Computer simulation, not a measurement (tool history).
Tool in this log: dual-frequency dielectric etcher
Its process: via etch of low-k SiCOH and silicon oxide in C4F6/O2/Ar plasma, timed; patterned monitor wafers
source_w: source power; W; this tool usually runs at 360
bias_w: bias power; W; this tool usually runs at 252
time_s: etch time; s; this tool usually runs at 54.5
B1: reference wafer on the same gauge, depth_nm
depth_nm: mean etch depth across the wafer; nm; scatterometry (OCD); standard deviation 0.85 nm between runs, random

Run 1, hour 0.0: usual settings; B1 189.0. Result: depth_nm 170.3 nm.
Run 2, hour 30.9: usual settings; B1 189.2. Result: depth_nm 170.5 nm.
Run 3, hour 57.2: usual settings; B1 189.2. Result: depth_nm 170.4 nm.
Run 4, hour 73.1: usual settings but source_w 340 W, bias_w 206 W; B1 189.2. Result: depth_nm 155.9 nm.
Run 5, hour 97.9: usual settings but time_s 59.5 s; B1 188.9. Result: depth_nm 186.7 nm.
Run 6, hour 131.7: usual settings but source_w 440 W, bias_w 215 W, time_s 41.5 s; B1 188.8. Result: depth_nm 126.2 nm.
Run 7, hour 152.0: usual settings; B1 188.8. Result: depth_nm 165.2 nm.
Run 8, hour 187.5: usual settings; B1 189.1. Result: depth_nm 165.4 nm.
Run 9, hour 269.9: usual settings but time_s 47.5 s; B1 188.8. Result: depth_nm 146.6 nm.
Run 10, hour 294.0: usual settings but source_w 440 W, bias_w 274 W, time_s 62.0 s; B1 188.9. Result: depth_nm 211.1 nm.
Run 11, hour 329.5: usual settings; B1 189.1. Result: depth_nm 166.0 nm.
Run 12, hour 371.6: usual settings but source_w 400 W; B1 188.9. Result: depth_nm 174.6 nm.
Run 13, hour 405.9: usual settings but source_w 430 W; B1 188.9. Result: depth_nm 180.6 nm.
Run 14, hour 433.2: usual settings but source_w 330 W; B1 189.0. Result: depth_nm 164.0 nm.
Run 15, hour 464.4: usual settings but source_w 280 W, time_s 47.0 s; B1 189.2. Result: depth_nm 135.4 nm.
Run 16, hour 517.1: usual settings; B1 189.0. Result: depth_nm 172.7 nm.
Run 17, hour 517.5: usual settings but source_w 410 W, bias_w 312 W; B1 188.9. Result: depth_nm 195.2 nm.
Run 18, hour 529.9: usual settings but source_w 430 W, time_s 40.0 s; B1 189.0. Result: depth_nm 134.6 nm.
Run 19, hour 605.3: usual settings but source_w 420 W, bias_w 215 W, time_s 43.5 s; B1 189.1. Result: depth_nm 132.8 nm.
Run 20, hour 670.7: usual settings but time_s 44.0 s; B1 189.2. Result: depth_nm 135.8 nm.
Run 21, hour 691.2: usual settings but source_w 280 W, time_s 65.5 s; B1 188.8. Result: depth_nm 186.0 nm.
Run 22, hour 723.1: usual settings but source_w 320 W, bias_w 290 W, time_s 70.5 s; B1 188.9. Result: depth_nm 223.0 nm.
Run 23, hour 757.2: usual settings but source_w 420 W, bias_w 286 W; B1 189.0. Result: depth_nm 186.4 nm.
Run 24, hour 784.1: usual settings; B1 189.3. Result: depth_nm 170.7 nm.
Run 25, hour 811.8: usual settings but source_w 280 W, bias_w 276 W, time_s 67.0 s; B1 189.1. Result: depth_nm 197.6 nm.
Run 26, hour 827.3: usual settings; B1 189.0. Result: depth_nm 170.7 nm.
Run 27, hour 852.9: usual settings; B1 189.1. Result: depth_nm 170.1 nm.
Run 28, hour 871.0: usual settings but source_w 380 W; B1 188.9. Result: depth_nm 175.0 nm.
Run 29, hour 905.3: usual settings; B1 189.1. Result: depth_nm 169.9 nm.

Put back what was entered between runs (6 entries, withheld): which listed runs does each sit between, and how does the hidden state differ from the listed run before to the listed run after?
Runs 5 to 6: wet clean of the chamber (hour 131.2)
  etch rate over this chamber's usual, %: 3.28 -> -0.546
  measured less the result without the state, depth_nm: +5.9 -> -0.7 nm
Runs 7 to 8: source power generator calibrated (hour 173.4)
  etch rate over this chamber's usual, %: -0.342 -> 0.0127
  measured less the result without the state, depth_nm: -0.6 -> +0.0 nm
Runs 12 to 13: gauge calibrated (hour 393.1)
  etch rate over this chamber's usual, %: 1.85 -> 2.2
  measured less the result without the state, depth_nm: +3.1 -> +3.9 nm
Runs 15 to 16: upper electrode replaced (hour 516.6)
  etch rate over this chamber's usual, %: 2.78 -> 3.31
  measured less the result without the state, depth_nm: +3.7 -> +5.5 nm
Runs 18 to 19: wet clean of the chamber (hour 562.4); bias power generator calibrated (hour 584.9)
  etch rate over this chamber's usual, %: 3.44 -> 0.536
  measured less the result without the state, depth_nm: +4.4 -> +0.7 nm

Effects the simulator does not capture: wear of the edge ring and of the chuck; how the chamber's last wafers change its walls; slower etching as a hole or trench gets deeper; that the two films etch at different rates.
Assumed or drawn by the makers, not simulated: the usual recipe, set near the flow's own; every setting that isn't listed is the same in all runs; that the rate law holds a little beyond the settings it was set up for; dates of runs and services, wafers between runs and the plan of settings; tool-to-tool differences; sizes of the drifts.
